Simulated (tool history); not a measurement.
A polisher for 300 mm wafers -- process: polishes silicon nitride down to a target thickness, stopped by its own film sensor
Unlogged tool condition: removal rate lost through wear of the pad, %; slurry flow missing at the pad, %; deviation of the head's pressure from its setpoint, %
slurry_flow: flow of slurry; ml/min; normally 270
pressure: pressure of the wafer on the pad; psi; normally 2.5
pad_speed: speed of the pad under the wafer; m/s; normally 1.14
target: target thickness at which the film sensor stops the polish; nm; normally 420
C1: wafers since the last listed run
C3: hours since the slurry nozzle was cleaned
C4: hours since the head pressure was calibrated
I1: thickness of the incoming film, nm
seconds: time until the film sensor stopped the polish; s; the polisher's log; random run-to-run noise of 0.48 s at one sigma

{"run": 1, "hour": 0.0, "slurry_flow": 270, "pressure": 2.5, "pad_speed": 1.0, "target": 409, "C1": 0, "wafers polished on this pad": 1300, "C3": 305.4, "C4": 256.1, "I1": 517.8, "seconds": 74.7}
{"run": 2, "hour": 18.0, "slurry_flow": 270, "pressure": 2.5, "pad_speed": 1.0, "target": 409, "C1": 178, "wafers polished on this pad": 1479, "C3": 323.4, "C4": 274.1, "I1": 527.6, "seconds": 84.7}
{"hour": 30.5, "done": "worn pad replaced by a new one"}
{"run": 3, "hour": 52.2, "slurry_flow": 270, "pressure": 2.5, "pad_speed": 1.0, "target": 409, "C1": 299, "wafers polished on this pad": 214, "C3": 357.6, "C4": 308.3, "I1": 524.4, "seconds": 74.1}
{"run": 4, "hour": 72.8, "slurry_flow": 270, "pressure": 2.5, "pad_speed": 1.14, "target": 420, "C1": 204, "wafers polished on this pad": 419, "C3": 378.2, "C4": 328.9, "I1": 528.2, "seconds": 62.3}
{"run": 5, "hour": 106.6, "slurry_flow": 270, "pressure": 2.5, "pad_speed": 1.14, "target": 420, "C1": 335, "wafers polished on this pad": 754, "C3": 412.0, "C4": 362.7, "I1": 526.6, "seconds": 64.8}
{"run": 6, "hour": 135.0, "slurry_flow": 270, "pressure": 2.5, "pad_speed": 1.14, "target": 420, "C1": 281, "wafers polished on this pad": 1035, "C3": 440.4, "C4": 391.1, "I1": 524.0, "seconds": 63.9}
{"run": 7, "hour": 150.1, "slurry_flow": 270, "pressure": 2.5, "pad_speed": 1.14, "target": 420, "C1": 149, "wafers polished on this pad": 1185, "C3": 455.5, "C4": 406.2, "I1": 513.5, "seconds": 57.7}
{"run": 8, "hour": 166.8, "slurry_flow": 270, "pressure": 2.5, "pad_speed": 1.14, "target": 420, "C1": 165, "wafers polished on this pad": 1351, "C3": 472.2, "C4": 422.9, "I1": 523.9, "seconds": 64.1}
{"hour": 190.6, "done": "worn pad replaced by a new one"}
{"run": 9, "hour": 194.8, "slurry_flow": 270, "pressure": 2.5, "pad_speed": 1.14, "target": 420, "C1": 238, "wafers polished on this pad": 41, "C3": 500.2, "C4": 450.9, "I1": 527.8, "seconds": 63.0}
{"run": 10, "hour": 229.3, "slurry_flow": 270, "pressure": 2.5, "pad_speed": 1.14, "target": 420, "C1": 342, "wafers polished on this pad": 383, "C3": 534.7, "C4": 485.4, "I1": 523.7, "seconds": 60.9}
{"run": 11, "hour": 258.2, "slurry_flow": 205, "pressure": 2.7, "pad_speed": 1.42, "target": 455, "C1": 286, "wafers polished on this pad": 670, "C3": 563.6, "C4": 514.3, "I1": 527.1, "seconds": 34.4}
{"hour": 285.5, "done": "slurry nozzle cleaned"}
{"run": 12, "hour": 291.3, "slurry_flow": 300, "pressure": 1.7, "pad_speed": 1.14, "target": 420, "C1": 318, "wafers polished on this pad": 988, "C3": 5.8, "C4": 547.4, "I1": 518.4, "seconds": 87.3}
{"run": 13, "hour": 313.5, "slurry_flow": 270, "pressure": 2.5, "pad_speed": 1.14, "target": 420, "C1": 220, "wafers polished on this pad": 1208, "C3": 28.0, "C4": 569.6, "I1": 526.1, "seconds": 65.8}
{"run": 14, "hour": 348.2, "slurry_flow": 270, "pressure": 3.0, "pad_speed": 1.3, "target": 420, "C1": 344, "wafers polished on this pad": 1552, "C3": 62.7, "C4": 604.3, "I1": 528.4, "seconds": 51.7}
{"hour": 352.2, "done": "worn pad replaced by a new one"}
{"hour": 356.4, "done": "head pressure recalibrated"}
{"run": 15, "hour": 377.9, "slurry_flow": 365, "pressure": 3.3, "pad_speed": 1.36, "target": 420, "C1": 235, "wafers polished on this pad": 235, "C3": 92.4, "C4": 21.5, "I1": 530.1, "seconds": 40.8}
{"run": 16, "hour": 391.1, "slurry_flow": 240, "pressure": 3.0, "pad_speed": 1.26, "target": 420, "C1": 130, "wafers polished on this pad": 365, "C3": 105.6, "C4": 34.7, "I1": 516.1, "seconds": 43.0}
{"run": 17, "hour": 423.1, "slurry_flow": 270, "pressure": 1.8, "pad_speed": 1.14, "target": 420, "C1": 317, "wafers polished on this pad": 683, "C3": 137.6, "C4": 66.7, "I1": 529.0, "seconds": 90.2}
{"run": 18, "hour": 447.8, "slurry_flow": 235, "pressure": 2.5, "pad_speed": 1.44, "target": 420, "C1": 244, "wafers polished on this pad": 928, "C3": 162.3, "C4": 91.4, "I1": 531.5, "seconds": 55.8}

Here are 5 independent what-if runs from the current tool condition. What would each one return?
{"run": "A", "hour": 448.3, "slurry_flow": 270, "pressure": 2.5, "pad_speed": 1.14, "target": 420, "C1": 4, "wafers polished on this pad": 933, "C3": 162.8, "C4": 91.9, "I1": 518.9, "seconds": "?"}
{"run": "B", "hour": 448.3, "slurry_flow": 190, "pressure": 1.6, "pad_speed": 0.74, "target": 445, "C1": 4, "wafers polished on this pad": 933, "C3": 162.8, "C4": 91.9, "I1": 518.9, "seconds": "?"}
{"run": "C", "hour": 448.3, "slurry_flow": 195, "pressure": 2.5, "pad_speed": 1.14, "target": 448, "C1": 4, "wafers polished on this pad": 933, "C3": 162.8, "C4": 91.9, "I1": 518.9, "seconds": "?"}
{"run": "D", "hour": 448.3, "slurry_flow": 235, "pressure": 1.9, "pad_speed": 1.54, "target": 448, "C1": 4, "wafers polished on this pad": 933, "C3": 162.8, "C4": 91.9, "I1": 518.9, "seconds": "?"}
{"run": "E", "hour": 448.3, "slurry_flow": 270, "pressure": 1.7, "pad_speed": 1.14, "target": 420, "C1": 4, "wafers polished on this pad": 933, "C3": 162.8, "C4": 91.9, "I1": 518.9, "seconds": "?"}

run=A seconds=59.8
run=B seconds=103.4
run=C seconds=44.7
run=D seconds=45.1
run=E seconds=87.9
Without the tool's unlogged condition, the same runs would have read:
run=A seconds=57.4
run=B seconds=99.3
run=C seconds=43.0
run=D seconds=43.3
run=E seconds=84.4
